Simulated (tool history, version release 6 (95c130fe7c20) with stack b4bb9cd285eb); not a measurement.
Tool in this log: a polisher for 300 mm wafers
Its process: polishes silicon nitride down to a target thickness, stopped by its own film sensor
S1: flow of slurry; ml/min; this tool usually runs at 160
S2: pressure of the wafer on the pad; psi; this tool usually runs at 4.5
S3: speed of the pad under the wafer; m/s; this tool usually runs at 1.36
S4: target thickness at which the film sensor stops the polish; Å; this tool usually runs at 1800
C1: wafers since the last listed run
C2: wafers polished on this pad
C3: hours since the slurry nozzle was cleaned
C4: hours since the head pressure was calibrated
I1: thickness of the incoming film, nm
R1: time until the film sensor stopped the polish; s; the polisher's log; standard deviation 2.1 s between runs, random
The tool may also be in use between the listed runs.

run     day   S1   S2    S3    S4    C1    C2     C3      C4     I1     R1
  1   0.000  160  4.5  1.36  1280     0  1257  165.2   321.4  449.6  125.3
  2   2.975  160  4.5  1.36  1280   522  1779  236.6   392.8  446.1  124.3
  3   5.867  160  3.5  1.36  1800   507  2286  306.0   462.2  447.7  135.3
  4   9.650  160  3.5  1.36  1800   664  2951  396.8   553.0  452.5  135.2
  5  12.175  160  3.5  1.36  1800   443  3394  457.4   613.6  455.4  134.6
     13.271  -- worn pad replaced by a new one
  6  14.042  160  4.5  1.36  1800   298   135  502.2   658.4  440.9   97.6
  7  16.896  160  4.5  1.36  1800   500   636  570.7   726.9  447.4  104.1
  8  18.038  190  4.5  1.36  1800   200   836  598.1   754.3  450.7  101.2
     18.329  -- slurry nozzle cleaned
  9  25.996  160  4.5  1.06  1800  1389  2226  184.0   945.3  450.4  127.1
 10  27.542  160  4.5  1.20  1800   271  2497  221.1   982.4  448.9  116.2
 11  30.383  160  4.5  1.36  1800   498  2996  289.3  1050.6  449.7  101.4
 12  32.238  160  4.5  1.36  1800   325  3322  333.8  1095.1  449.8  106.2
     32.425  -- worn pad replaced by a new one
 13  34.429  160  4.5  1.36  1800   355   351  386.4  1147.7  455.3  109.4
 14  36.117  160  5.0  1.36  1800   296   647  426.9  1188.2  457.9   97.4
     36.788  -- head pressure recalibrated
     38.371  -- slurry nozzle cleaned
 15  38.400  160  4.5  1.36  1800   378  1026    0.7    38.7  449.7  105.9
 16  41.033  205  4.5  1.36  1800   462  1488   63.9   101.9  455.7  103.6
 17  43.533  160  4.5  1.36  2500   438  1927  123.9   161.9  453.5   79.8
 18  45.479  160  4.5  1.36  1170   341  2269  170.6   208.6  444.5  126.6
 19  46.638  160  5.0  1.36  1800   203  2472  198.4   236.4  454.1   91.6
 20  49.592  160  4.5  1.36  1210   518  2990  269.3   307.3  449.8  125.0
 21  51.304  115  4.5  1.36  1160   300  3291  310.4   348.4  448.6  140.7
 22  53.938  180  3.1  1.04  2430   462  3753  373.6   411.6  442.2  135.2
 23  55.304  130  5.0  1.04  2480   239  3993  406.4   444.4  450.1   93.3
     57.592  -- worn pad replaced by a new one
 24  57.858  160  4.5  1.36  1440   419    46  467.7   505.7  443.1  115.5
 25  59.429  120  3.3  1.36  1800   275   322  505.4   543.4  455.2  150.7
 26  61.900  185  5.8  1.54   950   433   756  564.7   602.7  442.7   93.7
     63.154  -- slurry nozzle cleaned
 27  64.721  160  3.1  1.36  2610   487  1244   37.6   670.4  444.3  104.7
 28  66.246  160  6.0  1.36  1800   267  1511   74.2   707.0  454.6   81.4
 29  68.154  160  4.5  1.36  1130   334  1846  120.0   752.8  451.1  134.2
 30  69.233  160  4.5  1.36  1800   189  2036  145.9   778.7  451.2  104.7
 31  73.583  160  4.5  0.96  1800   763  2799  250.3   883.1  446.6  136.8
 32  76.312  210  3.5  1.36  1800   479  3278  315.8   948.6  444.4  127.7
 33  79.221  160  4.5  1.36  1800   510  3789  385.6  1018.4  458.8  110.2
     80.254  -- worn pad replaced by a new one
 34  80.725  160  4.5  1.36  1800   234    82  421.7  1054.5  459.5  107.2
     82.821  -- slurry nozzle cleaned
 35  83.338  160  4.5  1.36  1800   451   533   12.4  1117.2  449.9  101.5
 36  84.646  160  4.5  1.36  1800   229   763   43.8  1148.6  458.1  106.9
 37  87.112  160  3.8  1.36  1800   432  1196  103.0  1207.8  444.5  120.6
     87.333  -- head pressure recalibrated
 38  90.067  175  4.0  1.36  1800   503  1700  173.9    65.6  456.0  119.1

What the log doesn't show, run by run:
removal rate lost through wear of the pad, %: 0 at every run
slurry flow missing at the pad, %: 0 at every run
deviation of the head's pressure from its setpoint, %: 0 at every run

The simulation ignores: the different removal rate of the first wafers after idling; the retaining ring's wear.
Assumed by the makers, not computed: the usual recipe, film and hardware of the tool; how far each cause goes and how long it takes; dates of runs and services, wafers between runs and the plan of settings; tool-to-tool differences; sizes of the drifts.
